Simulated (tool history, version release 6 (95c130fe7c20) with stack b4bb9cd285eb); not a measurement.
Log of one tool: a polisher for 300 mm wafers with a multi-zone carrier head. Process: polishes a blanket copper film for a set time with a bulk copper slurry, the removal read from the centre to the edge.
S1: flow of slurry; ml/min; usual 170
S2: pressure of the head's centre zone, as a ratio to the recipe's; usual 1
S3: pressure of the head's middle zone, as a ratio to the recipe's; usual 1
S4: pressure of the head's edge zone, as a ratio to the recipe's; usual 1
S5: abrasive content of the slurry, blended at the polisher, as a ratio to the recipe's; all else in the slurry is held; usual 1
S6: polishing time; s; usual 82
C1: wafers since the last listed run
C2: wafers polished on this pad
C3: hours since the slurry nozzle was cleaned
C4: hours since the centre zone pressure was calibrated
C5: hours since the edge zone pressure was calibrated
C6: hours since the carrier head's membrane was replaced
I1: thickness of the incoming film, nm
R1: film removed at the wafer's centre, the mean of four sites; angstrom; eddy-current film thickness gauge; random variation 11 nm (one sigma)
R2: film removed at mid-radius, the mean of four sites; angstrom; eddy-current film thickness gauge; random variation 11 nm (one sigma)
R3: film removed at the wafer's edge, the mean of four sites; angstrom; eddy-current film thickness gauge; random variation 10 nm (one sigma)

| run | day | S1 | S2 | S3 | S4 | S5 | S6 | C1 | C2 | C3 | C4 | C5 | C6 | I1 | R1 | R2 | R3 |
|---|---|---|---|---|---|---|---|---|---|---|---|---|---|---|---|---|---|
| 1 | 0 | 170 | 1 | 1 | 1 | 1 | 82 | 0 | 173 | 602 | 1201.1 | 1245.8 | 770.9 | 3891.3 | 8467 | 8338 | 8431 |
| 2 | 0.508 | 170 | 1 | 1 | 1 | 1 | 82 | 119 | 292 | 614.2 | 1213.3 | 1258 | 783.1 | 3900.5 | 8304 | 8201 | 8402 |
| 3 | 0.821 | 170 | 1 | 1 | 0.91 | 1 | 82 | 73 | 366 | 621.7 | 1220.8 | 1265.5 | 790.6 | 3847.8 | 8362 | 8160 | 8061 |
| 4 | 1.1 | 170 | 1 | 1.08 | 1 | 1 | 82 | 65 | 432 | 628.4 | 1227.5 | 1272.2 | 797.3 | 3867 | 8349 | 8661 | 8398 |
| 5 | 1.533 | 170 | 1 | 1.08 | 1 | 1 | 82 | 101 | 534 | 638.8 | 1237.9 | 1282.6 | 807.7 | 3839.7 | 8315 | 8848 | 8423 |
| 6 | 2.133 | 170 | 1 | 1.08 | 1 | 1 | 82 | 141 | 675 | 653.2 | 1252.3 | 1297 | 822.1 | 3849.8 | 8205 | 8841 | 8593 |
|  | 2.7 | worn pad replaced by a new one |
| 7 | 2.75 | 130 | 1.06 | 1 | 1 | 1 | 82 | 105 | 11 | 668 | 1267.1 | 1311.8 | 836.9 | 3908.2 | 8450 | 7700 | 8228 |
|  | 3.138 | carrier head's membrane replaced by a new one |
| 8 | 3.158 | 170 | 1 | 1 | 1 | 1 | 82 | 47 | 58 | 677.8 | 1276.9 | 1321.6 | 0.5 | 3824.9 | 8496 | 8228 | 8351 |
| 9 | 3.379 | 170 | 1 | 1 | 1 | 1 | 82 | 51 | 110 | 683.1 | 1282.2 | 1326.9 | 5.8 | 3921 | 8303 | 7981 | 8403 |
|  | 3.729 | centre zone pressure recalibrated |
| 10 | 3.817 | 170 | 1 | 1 | 1 | 1 | 82 | 83 | 193 | 693.6 | 2.1 | 1337.4 | 16.3 | 3798.2 | 8238 | 8248 | 8368 |
| 11 | 4.275 | 170 | 1 | 1 | 1 | 1 | 82 | 107 | 301 | 704.6 | 13.1 | 1348.4 | 27.3 | 3869.2 | 8460 | 8181 | 8371 |
| 12 | 4.654 | 170 | 1 | 1 | 1 | 1 | 82 | 89 | 390 | 713.7 | 22.2 | 1357.5 | 36.4 | 3866 | 8292 | 8296 | 8555 |
| 13 | 5.362 | 170 | 1 | 1 | 1 | 1.15 | 65 | 166 | 557 | 730.7 | 39.2 | 1374.5 | 53.4 | 3882.7 | 6663 | 6619 | 6799 |
|  | 5.671 | worn pad replaced by a new one |
| 14 | 5.742 | 170 | 1 | 1 | 1 | 1 | 82 | 50 | 16 | 739.8 | 48.3 | 1383.6 | 62.5 | 3830.7 | 8461 | 8202 | 8481 |
|  | 6.258 | edge zone pressure recalibrated |
| 15 | 6.367 | 170 | 1 | 1 | 1 | 1 | 82 | 127 | 143 | 754.8 | 63.3 | 2.6 | 77.5 | 3929.8 | 8424 | 8387 | 8517 |
| 16 | 6.929 | 170 | 1 | 1.08 | 1 | 1.1 | 98 | 132 | 276 | 768.3 | 76.8 | 16.1 | 91 | 3822.2 | 10107 | 10745 | 10122 |
| 17 | 7.425 | 140 | 1 | 0.94 | 1.11 | 1 | 82 | 116 | 392 | 780.2 | 88.7 | 28 | 102.9 | 3805.7 | 7852 | 7447 | 8486 |
|  | 7.675 | slurry nozzle cleaned |
| 18 | 8.321 | 170 | 1.03 | 1 | 1 | 1.25 | 61 | 201 | 593 | 15.5 | 110.2 | 49.5 | 124.4 | 3879.2 | 6489 | 6331 | 6445 |
|  | 8.808 | worn pad replaced by a new one |
| 19 | 8.829 | 200 | 1.1 | 1 | 1 | 1 | 82 | 80 | 5 | 27.7 | 122.4 | 61.7 | 136.6 | 3786.7 | 9384 | 8472 | 8618 |
| 20 | 9.458 | 170 | 1 | 1.06 | 1 | 0.9 | 82 | 148 | 153 | 42.8 | 137.5 | 76.8 | 151.7 | 3826.8 | 8381 | 8560 | 8425 |
| 21 | 9.75 | 210 | 0.9 | 1 | 1 | 1 | 82 | 68 | 221 | 49.8 | 144.5 | 83.8 | 158.7 | 3914.2 | 7790 | 8644 | 8682 |

3 ways to go on from here, each from the tool as it stands after run 21. What would each give?
| A | 9.767 | 170 | 1 | 1 | 1.1 | 1 | 82 | 3 | 225 | 50.2 | 144.9 | 84.2 | 159.1 | 3792.4 | ? | ? | ? |
| B | 9.767 | 170 | 1 | 1.08 | 1 | 1 | 56 | 3 | 225 | 50.2 | 144.9 | 84.2 | 159.1 | 3792.4 | ? | ? | ? |
| C | 9.767 | 170 | 1 | 0.93 | 1 | 1.2 | 82 | 3 | 225 | 50.2 | 144.9 | 84.2 | 159.1 | 3792.4 | ? | ? | ? |

| run | R1 | R2 | R3 |
|---|---|---|---|
| A | 8365 | 8136 | 8780 |
| B | 5716 | 5921 | 5722 |
| C | 8534 | 7831 | 8570 |
Without the tool's hidden state the same runs would have given:
| run | R1 | R2 | R3 |
|---|---|---|---|
| A | 8365 | 8136 | 8780 |
| B | 5716 | 5921 | 5722 |
| C | 8534 | 7831 | 8570 |
